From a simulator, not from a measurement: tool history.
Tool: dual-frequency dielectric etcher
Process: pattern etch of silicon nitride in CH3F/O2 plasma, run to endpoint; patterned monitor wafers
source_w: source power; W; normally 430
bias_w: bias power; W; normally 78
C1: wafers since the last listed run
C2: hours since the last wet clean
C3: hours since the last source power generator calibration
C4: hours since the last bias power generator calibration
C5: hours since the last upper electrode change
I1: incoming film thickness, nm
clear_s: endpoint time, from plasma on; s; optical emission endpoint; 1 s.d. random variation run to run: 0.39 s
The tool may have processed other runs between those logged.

{"run": 1, "day": 0.0, "source_w": 430, "bias_w": 68, "C1": 0, "C2": 454.2, "C3": 1579.3, "C4": 955.4, "C5": 4539.1, "I1": 67.5, "clear_s": 81.4}
{"run": 2, "day": 2.271, "source_w": 470, "bias_w": 78, "C1": 419, "C2": 508.7, "C3": 1633.8, "C4": 1009.9, "C5": 4593.6, "I1": 67.2, "clear_s": 75.7}
{"day": 4.625, "done": "wet clean of the chamber"}
{"day": 7.438, "done": "source power generator calibrated"}
{"run": 3, "day": 7.7, "source_w": 430, "bias_w": 78, "C1": 786, "C2": 73.8, "C3": 6.3, "C4": 1140.2, "C5": 4723.9, "I1": 67.8, "clear_s": 75.3}
{"run": 4, "day": 12.071, "source_w": 430, "bias_w": 78, "C1": 806, "C2": 178.7, "C3": 111.2, "C4": 1245.1, "C5": 4828.8, "I1": 67.5, "clear_s": 76.2}
{"run": 5, "day": 16.275, "source_w": 430, "bias_w": 78, "C1": 776, "C2": 279.6, "C3": 212.1, "C4": 1346, "C5": 4929.7, "I1": 67.3, "clear_s": 76.1}
{"run": 6, "day": 17.821, "source_w": 430, "bias_w": 78, "C1": 285, "C2": 316.7, "C3": 249.2, "C4": 1383.1, "C5": 4966.8, "I1": 67.5, "clear_s": 76.6}
{"day": 25.458, "done": "wet clean of the chamber"}
{"run": 7, "day": 26.067, "source_w": 430, "bias_w": 78, "C1": 1337, "C2": 14.6, "C3": 447.1, "C4": 1581, "C5": 5164.7, "I1": 67.4, "clear_s": 74.2}
{"run": 8, "day": 28.325, "source_w": 370, "bias_w": 78, "C1": 416, "C2": 68.8, "C3": 501.3, "C4": 1635.2, "C5": 5218.9, "I1": 67.3, "clear_s": 78.7}
{"run": 9, "day": 31.004, "source_w": 370, "bias_w": 78, "C1": 494, "C2": 133.1, "C3": 565.6, "C4": 1699.5, "C5": 5283.2, "I1": 67.5, "clear_s": 79.6}
{"run": 10, "day": 34.225, "source_w": 430, "bias_w": 71, "C1": 594, "C2": 210.4, "C3": 642.9, "C4": 1776.8, "C5": 5360.5, "I1": 67.9, "clear_s": 79.1}
{"run": 11, "day": 36.904, "source_w": 430, "bias_w": 78, "C1": 494, "C2": 274.7, "C3": 707.2, "C4": 1841.1, "C5": 5424.8, "I1": 67.7, "clear_s": 76}
{"run": 12, "day": 39.617, "source_w": 430, "bias_w": 78, "C1": 500, "C2": 339.8, "C3": 772.3, "C4": 1906.2, "C5": 5489.9, "I1": 67.1, "clear_s": 76.8}
{"run": 13, "day": 43.446, "source_w": 430, "bias_w": 78, "C1": 706, "C2": 431.7, "C3": 864.2, "C4": 1998.1, "C5": 5581.8, "I1": 66.9, "clear_s": 76.8}
{"run": 14, "day": 46.521, "source_w": 500, "bias_w": 92, "C1": 567, "C2": 505.5, "C3": 938, "C4": 2071.9, "C5": 5655.6, "I1": 67.4, "clear_s": 69.5}
{"day": 49.438, "done": "upper electrode replaced"}
{"day": 50.821, "done": "wet clean of the chamber"}
{"run": 15, "day": 50.842, "source_w": 530, "bias_w": 93, "C1": 428, "C2": 0.5, "C3": 1041.7, "C4": 2175.6, "C5": 33.7, "I1": 67.8, "clear_s": 64.4}
{"run": 16, "day": 53.733, "source_w": 320, "bias_w": 96, "C1": 533, "C2": 69.9, "C3": 1111.1, "C4": 2245, "C5": 103.1, "I1": 68, "clear_s": 75.9}
{"run": 17, "day": 57.2, "source_w": 500, "bias_w": 86, "C1": 640, "C2": 153.1, "C3": 1194.3, "C4": 2328.2, "C5": 186.3, "I1": 67.4, "clear_s": 68.6}
{"run": 18, "day": 59.625, "source_w": 430, "bias_w": 78, "C1": 447, "C2": 211.3, "C3": 1252.5, "C4": 2386.4, "C5": 244.5, "I1": 67.5, "clear_s": 75}
{"run": 19, "day": 63.833, "source_w": 360, "bias_w": 84, "C1": 776, "C2": 312.3, "C3": 1353.5, "C4": 2487.4, "C5": 345.5, "I1": 67.8, "clear_s": 78.4}
{"run": 20, "day": 67.404, "source_w": 430, "bias_w": 89, "C1": 659, "C2": 398, "C3": 1439.2, "C4": 2573.1, "C5": 431.2, "I1": 67.4, "clear_s": 72.3}
{"day": 68.142, "done": "bias power generator calibrated"}
{"day": 71.212, "done": "wet clean of the chamber"}
{"run": 21, "day": 71.233, "source_w": 510, "bias_w": 78, "C1": 491, "C2": 0.5, "C3": 1531.1, "C4": 74.2, "C5": 523.1, "I1": 67.8, "clear_s": 69.2}
{"run": 22, "day": 74.125, "source_w": 500, "bias_w": 73, "C1": 533, "C2": 69.9, "C3": 1600.5, "C4": 143.6, "C5": 592.5, "I1": 67.2, "clear_s": 71}
{"day": 76.171, "done": "source power generator calibrated"}
{"run": 23, "day": 85.508, "source_w": 530, "bias_w": 93, "C1": 2070, "C2": 343.1, "C3": 224.1, "C4": 416.8, "C5": 865.7, "I1": 67.8, "clear_s": 66.4}
{"run": 24, "day": 87.871, "source_w": 470, "bias_w": 78, "C1": 436, "C2": 399.8, "C3": 280.8, "C4": 473.5, "C5": 922.4, "I1": 68, "clear_s": 74.7}
{"run": 25, "day": 90.533, "source_w": 430, "bias_w": 78, "C1": 491, "C2": 463.7, "C3": 344.7, "C4": 537.4, "C5": 986.3, "I1": 67.1, "clear_s": 76.5}
{"day": 93.296, "done": "wet clean of the chamber"}
{"run": 26, "day": 93.733, "source_w": 460, "bias_w": 60, "C1": 406, "C2": 10.5, "C3": 421.5, "C4": 614.2, "C5": 1063.1, "I1": 67.3, "clear_s": 80.7}
{"run": 27, "day": 97.517, "source_w": 520, "bias_w": 89, "C1": 698, "C2": 101.3, "C3": 512.3, "C4": 705, "C5": 1153.9, "I1": 67.6, "clear_s": 66.8}
{"run": 28, "day": 101.05, "source_w": 460, "bias_w": 60, "C1": 652, "C2": 186.1, "C3": 597.1, "C4": 789.8, "C5": 1238.7, "I1": 67.2, "clear_s": 81}

Entry by entry between the runs, the difference in hidden state between the last listed run before and the first listed run after:
Logged between run 2 and run 3: wet clean of the chamber (day 4.625); source power generator calibrated (day 7.438)
  etch rate over this chamber's usual, %: -4.86 -> -1.38
  the result without the hidden state subtracted from the measured one, clear_s: +3.7 -> +1 s
Logged between run 6 and run 7: wet clean of the chamber (day 25.458)
  etch rate over this chamber's usual, %: -3.79 -> -0.699
  the result without the hidden state subtracted from the measured one, clear_s: +2.9 -> +0.5 s
Logged between run 14 and run 15: upper electrode replaced (day 49.438); wet clean of the chamber (day 50.821)
  etch rate over this chamber's usual, %: -5.55 -> 0.0305
  the result without the hidden state subtracted from the measured one, clear_s: +3.9 -> +0 s
Logged between run 20 and run 21: bias power generator calibrated (day 68.142); wet clean of the chamber (day 71.212)
  etch rate over this chamber's usual, %: -3.9 -> 1.39
  the result without the hidden state subtracted from the measured one, clear_s: +2.8 -> -1 s
Logged between run 22 and run 23: source power generator calibrated (day 76.171)
  etch rate over this chamber's usual, %: 0.702 -> -2
  the result without the hidden state subtracted from the measured one, clear_s: -0.5 -> +1.4 s
Logged between run 25 and run 26: wet clean of the chamber (day 93.296)
  etch rate over this chamber's usual, %: -3.19 -> -0.808
  the result without the hidden state subtracted from the measured one, clear_s: +2.4 -> +0.6 s
